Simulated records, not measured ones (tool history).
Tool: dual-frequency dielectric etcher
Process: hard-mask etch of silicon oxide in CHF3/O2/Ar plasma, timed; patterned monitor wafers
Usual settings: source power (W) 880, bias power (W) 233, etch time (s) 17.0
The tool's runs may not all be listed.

run,hour,source power (W),bias power (W),etch time (s),"read-back reference wafer on the same gauge, depth_nm",mean etch depth across the wafer (Å)
1,0.0,880,233,14.0,36.70,335.4
2,103.7,880,233,17.0,36.71,409.0
3,134.3,880,233,17.0,36.69,407.8
4,233.7,880,233,13.5,36.70,324.8
5,256.9,880,220,17.0,36.70,404.8
6,292.2,880,220,17.0,36.70,403.6
# hour 298.1: bias power generator calibrated
7,319.9,880,233,17.0,36.69,409.1
8,332.7,880,233,17.0,36.69,409.9
# hour 347.7: gauge calibrated
9,361.4,880,233,17.0,36.70,409.4
# hour 402.8: upper electrode replaced
10,403.3,880,233,17.0,36.70,409.2
11,420.8,1000,285,19.5,36.70,521.3
12,456.4,880,220,17.0,36.70,404.5
13,486.2,880,233,17.0,36.69,410.1
14,511.3,1010,289,13.0,36.70,350.1
# hour 550.2: wet clean of the chamber
# hour 562.0: source power generator calibrated
15,594.1,880,233,17.0,36.70,408.1

The next listed run, before its measurement:
16,616.4,810,233,17.0,?,?

read-back reference wafer on the same gauge, depth_nm: 36.70
mean etch depth across the wafer (Å): 394.6
Without the tool's hidden state the same run would have given mean etch depth across the wafer (Å) 394.1.

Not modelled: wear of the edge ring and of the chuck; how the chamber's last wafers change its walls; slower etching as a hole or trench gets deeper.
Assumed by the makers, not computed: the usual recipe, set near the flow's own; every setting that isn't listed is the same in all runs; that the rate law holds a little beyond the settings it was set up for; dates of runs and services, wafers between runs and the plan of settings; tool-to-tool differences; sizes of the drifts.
